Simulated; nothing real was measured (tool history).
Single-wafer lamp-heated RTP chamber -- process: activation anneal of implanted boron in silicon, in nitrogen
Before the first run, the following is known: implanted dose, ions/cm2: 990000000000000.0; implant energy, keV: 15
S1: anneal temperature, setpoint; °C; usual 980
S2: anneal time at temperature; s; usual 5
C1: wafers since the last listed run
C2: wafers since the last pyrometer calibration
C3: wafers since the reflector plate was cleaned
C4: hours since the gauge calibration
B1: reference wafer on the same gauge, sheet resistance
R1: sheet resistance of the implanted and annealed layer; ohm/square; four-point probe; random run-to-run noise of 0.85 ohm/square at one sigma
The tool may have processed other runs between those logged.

{"run": 1, "day": 0.0, "S1": 980, "S2": 3, "C1": 0, "C2": 2033, "C3": 1874, "C4": 60.0, "B1": 173.92, "R1": 151.72}
{"run": 2, "day": 1.296, "S1": 980, "S2": 3, "C1": 691, "C2": 2724, "C3": 2565, "C4": 91.1, "B1": 173.89, "R1": 151.98}
{"run": 3, "day": 2.712, "S1": 990, "S2": 5, "C1": 755, "C2": 3480, "C3": 3320, "C4": 125.1, "B1": 173.91, "R1": 143.99}
{"day": 3.579, "done": "pyrometer window cleaned and pyrometer calibrated"}
{"run": 4, "day": 3.671, "S1": 990, "S2": 5, "C1": 333, "C2": 49, "C3": 3653, "C4": 148.1, "B1": 173.99, "R1": 149.04}
{"day": 4.238, "done": "reflector plate cleaned"}
{"run": 5, "day": 4.258, "S1": 980, "S2": 5, "C1": 135, "C2": 185, "C3": 10, "C4": 162.2, "B1": 173.99, "R1": 156.15}
{"run": 6, "day": 5.412, "S1": 980, "S2": 5, "C1": 615, "C2": 800, "C3": 626, "C4": 189.9, "B1": 174.17, "R1": 152.21}
{"run": 7, "day": 6.246, "S1": 980, "S2": 5, "C1": 444, "C2": 1245, "C3": 1070, "C4": 209.9, "B1": 174.03, "R1": 152.05}
{"run": 8, "day": 7.35, "S1": 992, "S2": 5, "C1": 588, "C2": 1833, "C3": 1659, "C4": 236.4, "B1": 173.87, "R1": 141.55}
{"run": 9, "day": 8.179, "S1": 980, "S2": 5, "C1": 442, "C2": 2276, "C3": 2101, "C4": 256.3, "B1": 174.19, "R1": 151.1}
{"run": 10, "day": 8.896, "S1": 980, "S2": 5, "C1": 382, "C2": 2658, "C3": 2483, "C4": 273.5, "B1": 173.92, "R1": 151.4}
{"day": 9.775, "done": "gauge calibrated"}
{"run": 11, "day": 10.004, "S1": 1003, "S2": 8, "C1": 591, "C2": 3249, "C3": 3074, "C4": 5.5, "B1": 173.96, "R1": 136.64}
{"run": 12, "day": 10.854, "S1": 968, "S2": 3, "C1": 453, "C2": 3702, "C3": 3527, "C4": 25.9, "B1": 174.32, "R1": 164.61}
{"run": 13, "day": 11.471, "S1": 970, "S2": 7, "C1": 328, "C2": 4031, "C3": 3856, "C4": 40.7, "B1": 174.01, "R1": 157.92}
{"day": 12.388, "done": "reflector plate cleaned"}
{"run": 14, "day": 12.408, "S1": 980, "S2": 5, "C1": 322, "C2": 4353, "C3": 12, "C4": 63.2, "B1": 174.16, "R1": 148.95}
{"run": 15, "day": 12.812, "S1": 957, "S2": 3, "C1": 215, "C2": 4569, "C3": 227, "C4": 72.9, "B1": 174.09, "R1": 176.65}
{"day": 13.8, "done": "pyrometer window cleaned and pyrometer calibrated"}
{"run": 16, "day": 13.821, "S1": 1003, "S2": 4, "C1": 359, "C2": 10, "C3": 587, "C4": 97.1, "B1": 174.16, "R1": 142.46}
{"run": 17, "day": 15.033, "S1": 991, "S2": 4, "C1": 646, "C2": 657, "C3": 1234, "C4": 126.2, "B1": 174.18, "R1": 147.14}
{"run": 18, "day": 15.825, "S1": 999, "S2": 3, "C1": 422, "C2": 1079, "C3": 1656, "C4": 145.2, "B1": 173.92, "R1": 142.07}
{"run": 19, "day": 17.208, "S1": 991, "S2": 4, "C1": 737, "C2": 1816, "C3": 2394, "C4": 178.4, "B1": 174.0, "R1": 144.0}
{"run": 20, "day": 17.971, "S1": 980, "S2": 5, "C1": 406, "C2": 2223, "C3": 2800, "C4": 196.7, "B1": 173.93, "R1": 150.12}

What if the next run were any one of these 5? Each begins from the tool's condition after run 20:
{"run": "A", "day": 17.988, "S1": 954, "S2": 5, "C1": 8, "C2": 2232, "C3": 2809, "C4": 197.1, "B1": "?", "R1": "?"}
{"run": "B", "day": 17.988, "S1": 980, "S2": 4, "C1": 8, "C2": 2232, "C3": 2809, "C4": 197.1, "B1": "?", "R1": "?"}
{"run": "C", "day": 17.988, "S1": 992, "S2": 3, "C1": 8, "C2": 2232, "C3": 2809, "C4": 197.1, "B1": "?", "R1": "?"}
{"run": "D", "day": 17.988, "S1": 1005, "S2": 6, "C1": 8, "C2": 2232, "C3": 2809, "C4": 197.1, "B1": "?", "R1": "?"}
{"run": "E", "day": 17.988, "S1": 971, "S2": 4, "C1": 8, "C2": 2232, "C3": 2809, "C4": 197.1, "B1": "?", "R1": "?"}

run=A B1=174.20 R1=186.89
run=B B1=174.20 R1=153.34
run=C B1=174.20 R1=145.94
run=D B1=174.20 R1=138.09
run=E B1=174.20 R1=162.17
With no hidden state in the tool, these same runs would have given:
run=A R1=203.16
run=B R1=160.37
run=C R1=150.64
run=D R1=140.79
run=E R1=171.57
